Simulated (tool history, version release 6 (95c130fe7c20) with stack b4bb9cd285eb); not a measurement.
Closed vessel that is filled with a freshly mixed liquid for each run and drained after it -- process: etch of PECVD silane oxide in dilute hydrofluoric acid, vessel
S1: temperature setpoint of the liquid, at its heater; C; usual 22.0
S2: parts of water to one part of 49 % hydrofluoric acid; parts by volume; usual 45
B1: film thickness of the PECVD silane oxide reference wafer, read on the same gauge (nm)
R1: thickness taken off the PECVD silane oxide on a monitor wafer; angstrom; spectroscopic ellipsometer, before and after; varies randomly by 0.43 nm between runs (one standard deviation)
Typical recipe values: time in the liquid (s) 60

{"run": 1, "hour": 0.0, "S1": 22.0, "S2": 45, "time in the liquid (s)": 60, "B1": 149.97, "R1": 621.0}
{"run": 2, "hour": 49.7, "S1": 22.0, "S2": 45, "time in the liquid (s)": 60, "B1": 149.99, "R1": 640.0}
{"run": 3, "hour": 66.9, "S1": 22.0, "S2": 45, "time in the liquid (s)": 60, "B1": 149.99, "R1": 645.7}
{"run": 4, "hour": 74.4, "S1": 22.0, "S2": 50, "time in the liquid (s)": 60, "B1": 149.99, "R1": 572.9}
{"run": 5, "hour": 88.8, "S1": 22.0, "S2": 50, "time in the liquid (s)": 60, "B1": 149.97, "R1": 575.6}
{"run": 6, "hour": 104.3, "S1": 22.0, "S2": 50, "time in the liquid (s)": 60, "B1": 150.0, "R1": 572.2}
{"run": 7, "hour": 129.7, "S1": 22.0, "S2": 45, "time in the liquid (s)": 60, "B1": 149.99, "R1": 648.4}
{"run": 8, "hour": 145.5, "S1": 22.0, "S2": 45, "time in the liquid (s)": 60, "B1": 150.05, "R1": 652.6}
{"run": 9, "hour": 155.9, "S1": 22.0, "S2": 45, "time in the liquid (s)": 60, "B1": 149.95, "R1": 650.2}
{"hour": 160.6, "done": "hydrofluoric acid flow meter replaced"}
{"run": 10, "hour": 162.0, "S1": 19.0, "S2": 45, "time in the liquid (s)": 60, "B1": 150.02, "R1": 523.9}
{"run": 11, "hour": 170.2, "S1": 21.0, "S2": 45, "time in the liquid (s)": 80, "B1": 150.04, "R1": 760.6}
{"run": 12, "hour": 185.0, "S1": 22.0, "S2": 45, "time in the liquid (s)": 90, "B1": 150.01, "R1": 892.1}
{"run": 13, "hour": 194.7, "S1": 22.0, "S2": 45, "time in the liquid (s)": 60, "B1": 149.98, "R1": 604.9}
{"run": 14, "hour": 201.7, "S1": 22.0, "S2": 45, "time in the liquid (s)": 60, "B1": 150.0, "R1": 599.7}
{"hour": 217.1, "done": "thermometer replaced"}
{"run": 15, "hour": 219.3, "S1": 25.5, "S2": 55, "time in the liquid (s)": 30, "B1": 149.97, "R1": 282.6}
{"run": 16, "hour": 233.6, "S1": 22.0, "S2": 45, "time in the liquid (s)": 60, "B1": 150.01, "R1": 606.7}
{"run": 17, "hour": 247.9, "S1": 20.0, "S2": 65, "time in the liquid (s)": 45, "B1": 150.01, "R1": 279.4}
{"run": 18, "hour": 265.6, "S1": 22.0, "S2": 45, "time in the liquid (s)": 60, "B1": 149.97, "R1": 611.0}
{"run": 19, "hour": 282.3, "S1": 20.5, "S2": 55, "time in the liquid (s)": 30, "B1": 149.99, "R1": 233.1}
{"hour": 284.2, "done": "gauge calibrated"}
{"run": 20, "hour": 297.2, "S1": 22.0, "S2": 30, "time in the liquid (s)": 75, "B1": 149.96, "R1": 1175.9}
{"run": 21, "hour": 313.7, "S1": 22.0, "S2": 45, "time in the liquid (s)": 85, "B1": 150.01, "R1": 862.7}
{"run": 22, "hour": 331.4, "S1": 22.0, "S2": 40, "time in the liquid (s)": 70, "B1": 149.99, "R1": 812.9}
{"run": 23, "hour": 346.6, "S1": 26.5, "S2": 40, "time in the liquid (s)": 50, "B1": 149.98, "R1": 702.1}

Run 24, settings as shown, results not yet in. Your forecast:
{"run": 24, "hour": 361.5, "S1": 24.5, "S2": 45, "time in the liquid (s)": 75, "B1": "?", "R1": "?"}

For run 24 the tool returned B1 149.97, R1 875.2 angstrom.
With no hidden state in the tool, this same run would have given R1 831.2 angstrom.
